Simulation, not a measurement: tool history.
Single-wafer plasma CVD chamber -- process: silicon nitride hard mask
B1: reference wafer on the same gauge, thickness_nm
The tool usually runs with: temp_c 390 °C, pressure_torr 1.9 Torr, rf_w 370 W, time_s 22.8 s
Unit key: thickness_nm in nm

Run 1, hour 0: usual settings but temp_c 385 °C; B1 36.08. Result: thickness_nm 29.319 nm.
Run 2, hour 39.6: usual settings but temp_c 385 °C; B1 36.097. Result: thickness_nm 29.571 nm.
Run 3, hour 78.6: usual settings; B1 36.1. Result: thickness_nm 28.9 nm.
Run 4, hour 164.1: usual settings; B1 36.099. Result: thickness_nm 29.298 nm.
Run 5, hour 260.7: usual settings; B1 36.156. Result: thickness_nm 29.167 nm.
Run 6, hour 303.2: usual settings; B1 36.102. Result: thickness_nm 29.093 nm.
Run 7, hour 390.1: usual settings; B1 36.116. Result: thickness_nm 28.872 nm.
Run 8, hour 479.7: usual settings but temp_c 403 °C; B1 36.088. Result: thickness_nm 28.957 nm.
Run 9, hour 558.1: usual settings but temp_c 380 °C, pressure_torr 1.7 Torr, rf_w 405 W, time_s 21.4 s; B1 36.147. Result: thickness_nm 28.411 nm.
Run 10, hour 611.4: usual settings but pressure_torr 1.59 Torr, time_s 24.1 s; B1 36.147. Result: thickness_nm 29.362 nm.
Run 11, hour 701: usual settings but pressure_torr 2.12 Torr, rf_w 305 W, time_s 25.9 s; B1 36.086. Result: thickness_nm 29.227 nm.
Run 12, hour 792.8: usual settings but temp_c 403 °C, time_s 27 s; B1 36.104. Result: thickness_nm 35.672 nm.
Run 13, hour 866.9: usual settings; B1 36.11. Result: thickness_nm 29.981 nm.
Run 14, hour 954.4: usual settings but temp_c 376 °C, time_s 20.4 s; B1 36.079. Result: thickness_nm 26.582 nm.
Run 15, hour 1055.4: usual settings but pressure_torr 1.59 Torr, time_s 24.1 s; B1 36.058. Result: thickness_nm 30.125 nm.
Run 16, hour 1113.2: usual settings but temp_c 395 °C, pressure_torr 2.1 Torr, rf_w 440 W; B1 36.115. Result: thickness_nm 33.057 nm.
Run 17, hour 1194.8: usual settings but rf_w 405 W; B1 36.095. Result: thickness_nm 30.626 nm.
Run 18, hour 1246.4: usual settings; B1 36.091. Result: thickness_nm 29.164 nm.
Run 19, hour 1328.5: usual settings; B1 36.129. Result: thickness_nm 29.132 nm.
Run 20, hour 1387: usual settings but pressure_torr 1.67 Torr, rf_w 335 W; B1 36.08. Result: thickness_nm 26.276 nm.
Run 21, hour 1436.1: usual settings; B1 36.156. Result: thickness_nm 29.017 nm.
Run 22, hour 1532.7: usual settings but temp_c 405 °C, pressure_torr 2.1 Torr, rf_w 395 W, time_s 20.5 s; B1 36.073. Result: thickness_nm 27.344 nm.
Run 23, hour 1578.2: usual settings but temp_c 379 °C, pressure_torr 1.68 Torr, time_s 24.5 s; B1 36.103. Result: thickness_nm 30.463 nm.
Run 24, hour 1620: usual settings but pressure_torr 2.23 Torr; B1 36.088. Result: thickness_nm 29.765 nm.
Run 25, hour 1681.7: usual settings but rf_w 425 W; B1 36.096. Result: thickness_nm 31.267 nm.
Run 26, hour 1741.3: usual settings but rf_w 330 W, time_s 26.1 s; B1 36.078. Result: thickness_nm 30.79 nm.
Run 27, hour 1794.7: usual settings but temp_c 405 °C, time_s 18.5 s; B1 36.096. Result: thickness_nm 23.194 nm.
Run 28, hour 1873.6: usual settings but temp_c 399 °C, pressure_torr 2.14 Torr, time_s 19.5 s; B1 36.112. Result: thickness_nm 25.033 nm.

Not shown: 5 entries that the log had between the listed runs. Between which runs, and how does the tool's hidden state differ before and after?
In the gap between runs 11 and 12: thermocouple changed; heater temperature recalibrated (hour 712.4); RF generator calibrated (hour 720.8)
  delivered RF power above the setpoint (%): -8.15 -> -2.4
  measured minus no-state result, thickness_nm: -1.674 -> -0.535 nm
In the gap between runs 14 and 15: showerhead replaced (hour 1005.8); capacitance manometer re-zeroed and calibrated (hour 1010.4); gauge calibrated (hour 1033.5)
  delivered RF power above the setpoint (%): -4.83 -> -5.9
  measured minus no-state result, thickness_nm: -0.819 -> -1.144 nm
